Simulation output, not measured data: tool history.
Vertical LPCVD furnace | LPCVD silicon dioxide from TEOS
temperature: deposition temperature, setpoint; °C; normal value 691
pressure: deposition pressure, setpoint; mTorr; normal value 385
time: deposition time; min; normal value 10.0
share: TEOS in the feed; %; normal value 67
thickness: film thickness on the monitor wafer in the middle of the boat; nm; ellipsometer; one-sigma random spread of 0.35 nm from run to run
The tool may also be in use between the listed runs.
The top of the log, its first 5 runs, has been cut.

run	hour	temperature	pressure	time	share	read-back reference wafer on the same gauge, thickness	thickness
6	136.5	691	385	10.0	67	66.00	67.29
7	181.7	691	385	10.0	67	65.77	67.50
8	194.3	691	385	10.0	67	65.71	67.69
# hour 224.1: TEOS flow controller replaced
9	224.6	687	385	10.0	71	65.82	63.57
10	236.3	691	385	10.0	67	66.00	67.40
# hour 282.8: pressure gauge zeroed
11	283.3	691	385	10.0	67	65.96	68.44
12	288.1	691	365	10.0	67	65.85	66.57
13	297.9	701	385	10.0	67	65.88	85.37
14	321.2	691	385	10.0	67	65.65	68.27
15	356.0	691	385	10.0	67	65.81	68.01
16	379.7	691	385	10.0	67	65.81	67.83
17	421.3	698	385	10.0	58	65.70	74.62
# hour 465.4: thermocouples replaced and temperature profile calibrated
18	465.9	702	460	7.5	80	65.86	82.04
19	482.2	691	385	10.0	67	66.03	71.32
20	507.6	699	385	7.5	72	65.80	67.26
21	527.1	691	385	10.0	67	65.81	72.16
22	554.8	681	385	13.5	67	65.62	76.63
23	575.7	695	310	10.0	75	65.75	75.60
24	589.9	691	385	10.0	76	65.69	75.94
# hour 611.9: gauge calibrated
# hour 639.4: thermocouples replaced and temperature profile calibrated, repeated, since the last time left the tool worse
25	639.9	691	325	7.0	67	65.72	41.62
26	651.5	691	335	10.0	63	65.61	57.61
27	686.0	702	415	13.0	67	65.80	111.85
28	699.8	682	385	10.0	67	65.90	51.46
29	718.4	684	480	8.0	61	65.80	46.68
30	749.8	681	445	8.5	67	65.78	46.47

The next listed run, before its measurement:
31	809.9	691	385	8.5	62	?	?

read-back reference wafer on the same gauge, thickness: 65.79
thickness: 53.37 nm
With no hidden state in the tool, this same run would have given thickness 52.76 nm.
